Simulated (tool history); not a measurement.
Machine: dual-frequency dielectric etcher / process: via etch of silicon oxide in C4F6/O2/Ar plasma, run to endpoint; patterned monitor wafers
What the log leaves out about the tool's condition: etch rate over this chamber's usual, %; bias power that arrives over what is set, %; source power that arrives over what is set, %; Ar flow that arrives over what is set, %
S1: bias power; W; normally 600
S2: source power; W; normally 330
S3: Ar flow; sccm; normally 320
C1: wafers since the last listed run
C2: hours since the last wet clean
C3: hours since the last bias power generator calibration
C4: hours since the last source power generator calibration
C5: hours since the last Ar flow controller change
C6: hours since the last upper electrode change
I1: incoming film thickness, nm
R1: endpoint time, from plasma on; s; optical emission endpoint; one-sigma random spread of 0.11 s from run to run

run,hour,S1,S2,S3,C1,C2,C3,C4,C5,C6,I1,R1
1,0.0,600,330,320,0,28.7,4072.7,3715.3,1268.1,2827.6,99.2,23.0
2,64.6,600,330,320,840,93.3,4137.3,3779.9,1332.7,2892.2,99.7,23.2
3,94.5,600,330,349,388,123.2,4167.2,3809.8,1362.6,2922.1,99.8,23.0
4,160.6,600,330,349,859,189.3,4233.3,3875.9,1428.7,2988.2,99.9,22.8
5,203.2,487,330,320,553,231.9,4275.9,3918.5,1471.3,3030.8,98.6,24.6
6,243.0,487,330,320,517,271.7,4315.7,3958.3,1511.1,3070.6,98.9,24.4
# hour 289.3: wet clean of the chamber
7,289.8,487,330,320,296,0.5,4362.5,4005.1,1557.9,3117.4,97.9,24.9
8,332.5,600,330,320,555,43.2,4405.2,4047.8,1600.6,3160.1,99.6,22.8
9,393.5,600,330,320,793,104.2,4466.2,4108.8,1661.6,3221.1,97.6,22.4
10,441.3,600,330,320,621,152.0,4514.0,4156.6,1709.4,3268.9,98.9,22.5
11,488.9,600,330,320,618,199.6,4561.6,4204.2,1757.0,3316.5,98.7,22.4
12,538.2,600,330,320,641,248.9,4610.9,4253.5,1806.3,3365.8,98.5,22.3
13,584.6,551,330,320,603,295.3,4657.3,4299.9,1852.7,3412.2,98.9,23.3
# hour 628.6: wet clean of the chamber
14,629.1,562,330,351,266,0.5,4701.8,4344.4,1897.2,3456.7,99.4,24.1
15,651.6,719,280,375,292,23.0,4724.3,4366.9,1919.7,3479.2,99.9,23.1
16,706.2,669,410,320,710,77.6,4778.9,4421.5,1974.3,3533.8,99.7,20.5
# hour 765.0: bias power generator calibrated
17,765.5,562,330,351,719,136.9,0.5,4480.8,2033.6,3593.1,97.2,23.3
# hour 827.9: upper electrode replaced, of another model than before
# hour 829.3: Ar flow controller replaced
18,829.8,600,330,247,506,201.2,64.8,4545.1,0.5,1.9,98.9,22.3
19,869.1,600,360,397,511,240.5,104.1,4584.4,39.8,41.2,99.1,22.7
# hour 981.8: source power generator calibrated
# hour 1002.1: wet clean of the chamber
20,1063.9,600,330,245,2217,61.8,298.9,82.1,234.6,236.0,99.6,22.4
21,1114.4,641,380,250,656,112.3,349.4,132.6,285.1,286.5,98.9,20.8
22,1160.3,600,330,398,596,158.2,395.3,178.5,331.0,332.4,98.5,23.0
23,1225.0,669,410,320,841,222.9,460.0,243.2,395.7,397.1,99.0,20.2
24,1282.1,668,330,289,742,280.0,517.1,300.3,452.8,454.2,97.9,20.7
25,1331.4,724,260,272,641,329.3,566.4,349.6,502.1,503.5,99.3,20.4

Here are 5 independent what-if runs from the current tool condition. What would each one return?
A,1331.8,600,330,320,5,329.7,566.8,350.0,502.5,503.9,98.7,?
B,1331.8,643,270,390,5,329.7,566.8,350.0,502.5,503.9,98.7,?
C,1331.8,702,300,320,5,329.7,566.8,350.0,502.5,503.9,98.7,?
D,1331.8,600,390,320,5,329.7,566.8,350.0,502.5,503.9,98.7,?
E,1331.8,681,380,265,5,329.7,566.8,350.0,502.5,503.9,98.7,?

run,R1
A,22.3
B,22.5
C,20.6
D,21.6
E,19.8
Stripped of hidden state, with their random variation kept, the same runs would have yielded:
run,R1
A,22.9
B,23.2
C,21.2
D,22.2
E,20.3

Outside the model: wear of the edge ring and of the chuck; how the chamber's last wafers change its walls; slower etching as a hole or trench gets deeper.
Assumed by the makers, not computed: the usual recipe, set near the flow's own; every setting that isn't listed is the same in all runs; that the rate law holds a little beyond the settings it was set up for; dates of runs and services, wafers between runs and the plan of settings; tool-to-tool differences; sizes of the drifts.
